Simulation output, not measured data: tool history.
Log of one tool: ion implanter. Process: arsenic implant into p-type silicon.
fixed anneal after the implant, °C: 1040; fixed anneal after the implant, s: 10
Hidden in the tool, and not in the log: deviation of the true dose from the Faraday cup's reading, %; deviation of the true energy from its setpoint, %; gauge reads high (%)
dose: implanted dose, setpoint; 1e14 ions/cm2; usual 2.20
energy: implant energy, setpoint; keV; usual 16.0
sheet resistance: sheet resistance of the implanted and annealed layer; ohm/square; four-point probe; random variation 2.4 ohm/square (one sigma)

| run | day | dose | energy | wafers since the last listed run | hours since the last dose calibration | hours since the extraction supply was calibrated | hours since the gauge calibration | read-back reference wafer on the same gauge, sheet resistance | sheet resistance |
|---|---|---|---|---|---|---|---|---|---|
| 1 | 0.000 | 2.20 | 16.0 | 0 | 883.6 | 1776.9 | 605.7 | 442.35 | 413.09 |
| 2 | 4.417 | 2.20 | 16.0 | 1605 | 989.6 | 1882.9 | 711.7 | 441.97 | 412.85 |
| 3 | 7.700 | 2.20 | 16.0 | 1193 | 1068.4 | 1961.7 | 790.5 | 441.59 | 413.66 |
| 4 | 10.888 | 2.20 | 13.5 | 1158 | 1144.9 | 2038.2 | 867.0 | 441.80 | 420.69 |
| 5 | 14.738 | 2.20 | 16.0 | 1399 | 1237.3 | 2130.6 | 959.4 | 442.01 | 412.98 |
| 6 | 19.167 | 2.20 | 16.0 | 1610 | 1343.6 | 2236.9 | 1065.7 | 442.03 | 413.02 |
| 7 | 20.671 | 2.20 | 16.0 | 546 | 1379.7 | 2273.0 | 1101.8 | 441.99 | 409.76 |
| 8 | 23.983 | 1.93 | 16.0 | 1204 | 1459.2 | 2352.5 | 1181.3 | 441.66 | 448.89 |
| 9 | 25.529 | 1.93 | 16.0 | 562 | 1496.3 | 2389.6 | 1218.4 | 441.95 | 453.78 |
| 10 | 28.888 | 1.84 | 14.5 | 1221 | 1576.9 | 2470.2 | 1299.0 | 441.86 | 470.14 |
|  | 30.067 | Faraday cup replaced and dose calibrated |
| 11 | 32.167 | 2.20 | 16.0 | 1071 | 50.4 | 2548.9 | 1377.7 | 441.50 | 428.40 |
| 12 | 35.612 | 2.20 | 18.5 | 1252 | 133.1 | 2631.6 | 1460.4 | 441.62 | 420.77 |
| 13 | 37.717 | 2.20 | 18.5 | 765 | 183.6 | 2682.1 | 1510.9 | 441.96 | 415.21 |
| 14 | 40.162 | 2.20 | 16.0 | 889 | 242.3 | 2740.8 | 1569.6 | 442.13 | 427.12 |
| 15 | 44.554 | 2.20 | 16.0 | 1596 | 347.7 | 2846.2 | 1675.0 | 442.19 | 427.25 |
| 16 | 47.592 | 2.84 | 13.0 | 1104 | 420.6 | 2919.1 | 1747.9 | 442.16 | 358.39 |
| 17 | 51.850 | 1.61 | 19.5 | 1548 | 522.8 | 3021.3 | 1850.1 | 441.90 | 515.67 |
|  | 52.388 | extraction supply calibrated |
| 18 | 55.367 | 2.83 | 14.5 | 1157 | 607.2 | 71.5 | 1934.5 | 441.81 | 355.44 |
| 19 | 57.767 | 2.20 | 14.0 | 872 | 664.8 | 129.1 | 1992.1 | 442.11 | 425.13 |
|  | 59.408 | gauge calibrated |
| 20 | 61.362 | 1.94 | 18.5 | 1307 | 751.1 | 215.4 | 46.9 | 441.74 | 455.33 |
| 21 | 63.671 | 2.41 | 13.0 | 839 | 806.5 | 270.8 | 102.3 | 441.65 | 402.45 |
| 22 | 67.650 | 2.81 | 13.0 | 1446 | 902.0 | 366.3 | 197.8 | 442.49 | 353.95 |
| 23 | 71.162 | 2.82 | 13.5 | 1277 | 986.3 | 450.6 | 282.1 | 441.73 | 352.58 |
| 24 | 74.467 | 2.20 | 16.0 | 1201 | 1065.6 | 529.9 | 361.4 | 442.07 | 418.75 |
| 25 | 80.629 | 2.82 | 10.5 | 2240 | 1213.5 | 677.8 | 509.3 | 442.44 | 360.03 |
| 26 | 83.638 | 1.67 | 10.5 | 1093 | 1285.7 | 750.0 | 581.5 | 442.10 | 540.11 |
|  | 85.929 | Faraday cup replaced and dose calibrated |
| 27 | 87.904 | 2.20 | 16.0 | 1430 | 47.4 | 852.4 | 683.9 | 442.53 | 419.21 |
| 28 | 90.583 | 2.37 | 10.5 | 974 | 111.7 | 916.7 | 748.2 | 441.79 | 417.66 |

Hidden state or all else? Some run-to-run changes of sheet resistance, split into what the settings, what came in and random variation would give without the hidden state, and what is left for the hidden state (with any gauge scatter that isn't in both results):
Run 10 -> 11: dose 1.84 -> 2.20, energy 14.5 -> 16.0, Faraday cup replaced and dose calibrated. sheet resistance -41.74 ohm/square: hidden state +21.50, all else -63.24.
Run 17 -> 18: dose 1.61 -> 2.83, energy 19.5 -> 14.5, extraction supply calibrated. sheet resistance -160.23 ohm/square: hidden state -0.67, all else -159.56.
Run 25 -> 26: dose 2.82 -> 1.67. sheet resistance +180.08 ohm/square: hidden state -3.90, all else +183.98.
Run 26 -> 27: dose 1.67 -> 2.20, energy 10.5 -> 16.0, Faraday cup replaced and dose calibrated. sheet resistance -120.90 ohm/square: hidden state +11.86, all else -132.76.
